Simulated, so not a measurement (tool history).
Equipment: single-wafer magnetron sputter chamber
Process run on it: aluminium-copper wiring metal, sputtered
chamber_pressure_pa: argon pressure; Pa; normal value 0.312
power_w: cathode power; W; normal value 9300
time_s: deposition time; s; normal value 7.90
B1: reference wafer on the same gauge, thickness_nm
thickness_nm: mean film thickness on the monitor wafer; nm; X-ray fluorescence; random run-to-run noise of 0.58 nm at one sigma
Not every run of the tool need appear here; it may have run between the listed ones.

{"run": 1, "hour": 0.0, "chamber_pressure_pa": 0.312, "power_w": 10500, "time_s": 7.9, "B1": 151.993, "thickness_nm": 150.855}
{"run": 2, "hour": 42.9, "chamber_pressure_pa": 0.216, "power_w": 9300, "time_s": 7.9, "B1": 152.053, "thickness_nm": 136.497}
{"hour": 80.1, "done": "sputter target and shields replaced"}
{"run": 3, "hour": 131.9, "chamber_pressure_pa": 0.312, "power_w": 9300, "time_s": 7.9, "B1": 152.035, "thickness_nm": 134.922}
{"run": 4, "hour": 163.5, "chamber_pressure_pa": 0.312, "power_w": 9300, "time_s": 7.9, "B1": 151.715, "thickness_nm": 135.39}
{"run": 5, "hour": 224.2, "chamber_pressure_pa": 0.312, "power_w": 9300, "time_s": 7.9, "B1": 152.08, "thickness_nm": 134.097}
{"run": 6, "hour": 292.9, "chamber_pressure_pa": 0.393, "power_w": 7450, "time_s": 7.9, "B1": 152.132, "thickness_nm": 103.001}
{"run": 7, "hour": 323.6, "chamber_pressure_pa": 0.393, "power_w": 7450, "time_s": 7.9, "B1": 151.804, "thickness_nm": 101.565}
{"hour": 350.2, "done": "sputter target and shields replaced"}
{"run": 8, "hour": 384.4, "chamber_pressure_pa": 0.393, "power_w": 7450, "time_s": 7.9, "B1": 152.021, "thickness_nm": 104.927}
{"run": 9, "hour": 438.5, "chamber_pressure_pa": 0.312, "power_w": 10550, "time_s": 7.9, "B1": 151.997, "thickness_nm": 153.314}
{"hour": 454.0, "done": "gauge calibrated"}
{"run": 10, "hour": 465.7, "chamber_pressure_pa": 0.312, "power_w": 10550, "time_s": 7.9, "B1": 152.157, "thickness_nm": 152.217}
{"run": 11, "hour": 536.4, "chamber_pressure_pa": 0.312, "power_w": 10550, "time_s": 7.9, "B1": 151.71, "thickness_nm": 150.523}
{"hour": 566.5, "done": "magnet pack replaced"}
{"run": 12, "hour": 583.1, "chamber_pressure_pa": 0.312, "power_w": 9300, "time_s": 8.82, "B1": 152.099, "thickness_nm": 147.052}
{"hour": 599.8, "done": "sputter target and shields replaced"}
{"run": 13, "hour": 610.4, "chamber_pressure_pa": 0.312, "power_w": 9300, "time_s": 7.44, "B1": 152.005, "thickness_nm": 128.865}
{"run": 14, "hour": 647.7, "chamber_pressure_pa": 0.312, "power_w": 9300, "time_s": 8.76, "B1": 152.035, "thickness_nm": 150.628}
{"hour": 691.0, "done": "capacitance manometer re-zeroed and calibrated"}
{"run": 15, "hour": 701.2, "chamber_pressure_pa": 0.312, "power_w": 9300, "time_s": 8.51, "B1": 151.932, "thickness_nm": 146.102}
{"run": 16, "hour": 740.4, "chamber_pressure_pa": 0.312, "power_w": 9300, "time_s": 7.9, "B1": 151.838, "thickness_nm": 134.853}
{"run": 17, "hour": 765.1, "chamber_pressure_pa": 0.215, "power_w": 9300, "time_s": 7.9, "B1": 151.71, "thickness_nm": 139.119}
{"hour": 851.4, "done": "sputter target and shields replaced"}
{"run": 18, "hour": 890.8, "chamber_pressure_pa": 0.312, "power_w": 7850, "time_s": 7.9, "B1": 152.081, "thickness_nm": 113.727}
{"run": 19, "hour": 944.5, "chamber_pressure_pa": 0.244, "power_w": 9300, "time_s": 7.9, "B1": 152.018, "thickness_nm": 138.37}
{"run": 20, "hour": 997.6, "chamber_pressure_pa": 0.399, "power_w": 9950, "time_s": 6.88, "B1": 151.89, "thickness_nm": 120.6}
{"run": 21, "hour": 1051.9, "chamber_pressure_pa": 0.374, "power_w": 8050, "time_s": 9.26, "B1": 151.859, "thickness_nm": 131.505}
{"run": 22, "hour": 1091.2, "chamber_pressure_pa": 0.312, "power_w": 9300, "time_s": 7.44, "B1": 152.03, "thickness_nm": 123.417}
{"hour": 1116.6, "done": "sputter target and shields replaced"}
{"run": 23, "hour": 1132.4, "chamber_pressure_pa": 0.208, "power_w": 10200, "time_s": 8.45, "B1": 151.978, "thickness_nm": 166.513}
{"run": 24, "hour": 1198.5, "chamber_pressure_pa": 0.208, "power_w": 10200, "time_s": 8.45, "B1": 152.166, "thickness_nm": 165.7}
{"run": 25, "hour": 1251.5, "chamber_pressure_pa": 0.384, "power_w": 10850, "time_s": 6.98, "B1": 152.062, "thickness_nm": 135.295}
{"run": 26, "hour": 1321.4, "chamber_pressure_pa": 0.198, "power_w": 10550, "time_s": 6.58, "B1": 152.054, "thickness_nm": 131.143}

Results for each run, recomputed without the tool's hidden state and with each run's random variation untouched:
Unlogged tool condition in this case: deposition rate above that of a new target (%); true argon pressure above the setpoint (%); gauge reads high (%).
run=1 thickness_nm=154.776
run=2 thickness_nm=141.532
run=3 thickness_nm=135.867
run=4 thickness_nm=136.655
run=5 thickness_nm=136.370
run=6 thickness_nm=106.169
run=7 thickness_nm=105.506
run=8 thickness_nm=105.541
run=9 thickness_nm=154.765
run=10 thickness_nm=154.121
run=11 thickness_nm=154.193
run=12 thickness_nm=152.277
run=13 thickness_nm=128.883
run=14 thickness_nm=150.826
run=15 thickness_nm=146.925
run=16 thickness_nm=136.311
run=17 thickness_nm=141.203
run=18 thickness_nm=114.881
run=19 thickness_nm=140.315
run=20 thickness_nm=123.147
run=21 thickness_nm=135.683
run=22 thickness_nm=128.570
run=23 thickness_nm=166.830
run=24 thickness_nm=166.594
run=25 thickness_nm=136.874
run=26 thickness_nm=134.407
